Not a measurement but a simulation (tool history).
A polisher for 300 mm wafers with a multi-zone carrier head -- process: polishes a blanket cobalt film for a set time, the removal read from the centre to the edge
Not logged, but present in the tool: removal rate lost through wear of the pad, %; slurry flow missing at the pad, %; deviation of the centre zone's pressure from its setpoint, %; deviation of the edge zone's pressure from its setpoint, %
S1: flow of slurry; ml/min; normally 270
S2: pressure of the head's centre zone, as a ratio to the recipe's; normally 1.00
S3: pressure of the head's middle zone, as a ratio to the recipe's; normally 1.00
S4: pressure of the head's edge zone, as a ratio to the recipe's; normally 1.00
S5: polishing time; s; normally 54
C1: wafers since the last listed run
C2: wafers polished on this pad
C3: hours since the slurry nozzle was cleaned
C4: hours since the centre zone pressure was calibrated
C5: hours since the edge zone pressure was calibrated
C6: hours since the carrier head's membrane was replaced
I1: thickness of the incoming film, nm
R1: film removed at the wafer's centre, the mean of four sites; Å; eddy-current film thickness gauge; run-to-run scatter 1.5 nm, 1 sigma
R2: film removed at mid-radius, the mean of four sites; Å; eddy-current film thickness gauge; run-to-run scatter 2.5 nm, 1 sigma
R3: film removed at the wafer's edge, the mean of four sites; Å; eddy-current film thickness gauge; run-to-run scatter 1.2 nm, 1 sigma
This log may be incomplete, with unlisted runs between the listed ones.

run 1 hour=0.0 | S1=270 S2=1.00 S3=0.91 S4=0.95 S5=54 | C1=0 C2=3763 C3=44.2 C4=326.0 C5=359.7 C6=449.8 | I1=1008.0 | R1=1727 R2=1602 R3=1706
-- hour=14.3 edge zone pressure recalibrated
run 2 hour=39.3 | S1=320 S2=1.00 S3=1.05 S4=0.88 S5=72 | C1=453 C2=4217 C3=83.5 C4=365.3 C5=25.0 C6=489.1 | I1=981.9 | R1=2333 R2=2466 R3=2217
run 3 hour=82.2 | S1=270 S2=1.00 S3=1.04 S4=0.93 S5=54 | C1=521 C2=4739 C3=126.4 C4=408.2 C5=67.9 C6=532.0 | I1=980.8 | R1=1715 R2=1856 R3=1682
-- hour=118.0 worn pad replaced by a new one
run 4 hour=151.2 | S1=270 S2=1.00 S3=1.00 S4=1.00 S5=54 | C1=790 C2=404 C3=195.4 C4=477.2 C5=136.9 C6=601.0 | I1=997.5 | R1=1735 R2=1751 R3=1724
run 5 hour=205.7 | S1=365 S2=1.00 S3=1.00 S4=1.00 S5=54 | C1=662 C2=1067 C3=249.9 C4=531.7 C5=191.4 C6=655.5 | I1=986.2 | R1=1788 R2=1803 R3=1767
run 6 hour=267.2 | S1=345 S2=1.00 S3=1.00 S4=1.07 S5=54 | C1=748 C2=1815 C3=311.4 C4=593.2 C5=252.9 C6=717.0 | I1=991.3 | R1=1774 R2=1766 R3=1800
run 7 hour=308.3 | S1=270 S2=1.07 S3=1.00 S4=0.94 S5=63 | C1=499 C2=2315 C3=352.5 C4=634.3 C5=294.0 C6=758.1 | I1=996.3 | R1=2146 R2=2065 R3=1966
run 8 hour=335.6 | S1=270 S2=1.00 S3=1.00 S4=1.04 S5=54 | C1=332 C2=2647 C3=379.8 C4=661.6 C5=321.3 C6=785.4 | I1=978.7 | R1=1732 R2=1691 R3=1730
run 9 hour=390.0 | S1=185 S2=1.10 S3=1.00 S4=1.00 S5=39 | C1=661 C2=3309 C3=434.2 C4=716.0 C5=375.7 C6=839.8 | I1=978.8 | R1=1301 R2=1171 R3=1180
run 10 hour=432.8 | S1=350 S2=1.00 S3=0.91 S4=1.00 S5=54 | C1=520 C2=3829 C3=477.0 C4=758.8 C5=418.5 C6=882.6 | I1=991.3 | R1=1786 R2=1701 R3=1750
run 11 hour=459.7 | S1=270 S2=1.00 S3=1.00 S4=1.00 S5=54 | C1=327 C2=4157 C3=503.9 C4=785.7 C5=445.4 C6=909.5 | I1=984.0 | R1=1727 R2=1724 R3=1727
-- hour=476.6 edge zone pressure recalibrated
-- hour=511.7 worn pad replaced by a new one
run 12 hour=515.5 | S1=180 S2=1.08 S3=1.00 S4=1.10 S5=40 | C1=605 C2=45 C3=559.7 C4=841.5 C5=38.9 C6=965.3 | I1=982.4 | R1=1309 R2=1229 R3=1269
run 13 hour=570.4 | S1=270 S2=1.00 S3=1.00 S4=0.90 S5=54 | C1=667 C2=713 C3=614.6 C4=896.4 C5=93.8 C6=1020.2 | I1=993.2 | R1=1746 R2=1712 R3=1665
-- hour=582.1 slurry nozzle cleaned
run 14 hour=613.1 | S1=270 S2=1.00 S3=1.00 S4=1.00 S5=54 | C1=507 C2=1220 C3=31.0 C4=939.1 C5=136.5 C6=1062.9 | I1=1002.4 | R1=1697 R2=1718 R3=1708
run 15 hour=684.6 | S1=270 S2=1.00 S3=1.00 S4=0.94 S5=54 | C1=869 C2=2090 C3=102.5 C4=1010.6 C5=208.0 C6=1134.4 | I1=990.8 | R1=1726 R2=1766 R3=1692
run 16 hour=732.8 | S1=270 S2=0.95 S3=1.00 S4=1.00 S5=54 | C1=586 C2=2676 C3=150.7 C4=1058.8 C5=256.2 C6=1182.6 | I1=987.6 | R1=1628 R2=1746 R3=1737
run 17 hour=777.3 | S1=270 S2=1.00 S3=1.00 S4=1.00 S5=54 | C1=541 C2=3218 C3=195.2 C4=1103.3 C5=300.7 C6=1227.1 | I1=986.5 | R1=1728 R2=1732 R3=1726
run 18 hour=826.4 | S1=210 S2=1.05 S3=1.00 S4=0.93 S5=59 | C1=597 C2=3815 C3=244.3 C4=1152.4 C5=349.8 C6=1276.2 | I1=998.8 | R1=1926 R2=1824 R3=1805
-- hour=841.5 centre zone pressure recalibrated
run 19 hour=866.9 | S1=270 S2=1.00 S3=1.00 S4=1.00 S5=54 | C1=468 C2=4283 C3=284.8 C4=25.4 C5=390.3 C6=1316.7 | I1=985.3 | R1=1715 R2=1714 R3=1725
-- hour=883.0 worn pad replaced by a new one
run 20 hour=917.6 | S1=245 S2=0.95 S3=1.00 S4=0.91 S5=62 | C1=568 C2=420 C3=335.5 C4=76.1 C5=441.0 C6=1367.4 | I1=995.9 | R1=1885 R2=1954 R3=1916
-- hour=933.0 edge zone pressure recalibrated
run 21 hour=964.1 | S1=270 S2=1.00 S3=1.06 S4=1.00 S5=71 | C1=541 C2=961 C3=382.0 C4=122.6 C5=31.1 C6=1413.9 | I1=983.2 | R1=2240 R2=2431 R3=2265
run 22 hour=1006.9 | S1=270 S2=1.00 S3=1.00 S4=1.04 S5=54 | C1=520 C2=1482 C3=424.8 C4=165.4 C5=73.9 C6=1456.7 | I1=991.5 | R1=1730 R2=1784 R3=1750

Describe how what the log doesn't record of the tool's condition differs between the last listed run preceding each entry between runs and the first listed run following it.
After run 1, before run 2: edge zone pressure recalibrated (hour 14.3)
  no hidden state differs between the two runs
After run 3, before run 4: worn pad replaced by a new one (hour 118.0)
  no hidden state differs between the two runs
After run 11, before run 12: edge zone pressure recalibrated (hour 476.6); worn pad replaced by a new one (hour 511.7)
  no hidden state differs between the two runs
After run 13, before run 14: slurry nozzle cleaned (hour 582.1)
  no hidden state differs between the two runs
After run 18, before run 19: centre zone pressure recalibrated (hour 841.5)
  no hidden state differs between the two runs
After run 19, before run 20: worn pad replaced by a new one (hour 883.0)
  no hidden state differs between the two runs
After run 20, before run 21: edge zone pressure recalibrated (hour 933.0)
  no hidden state differs between the two runs
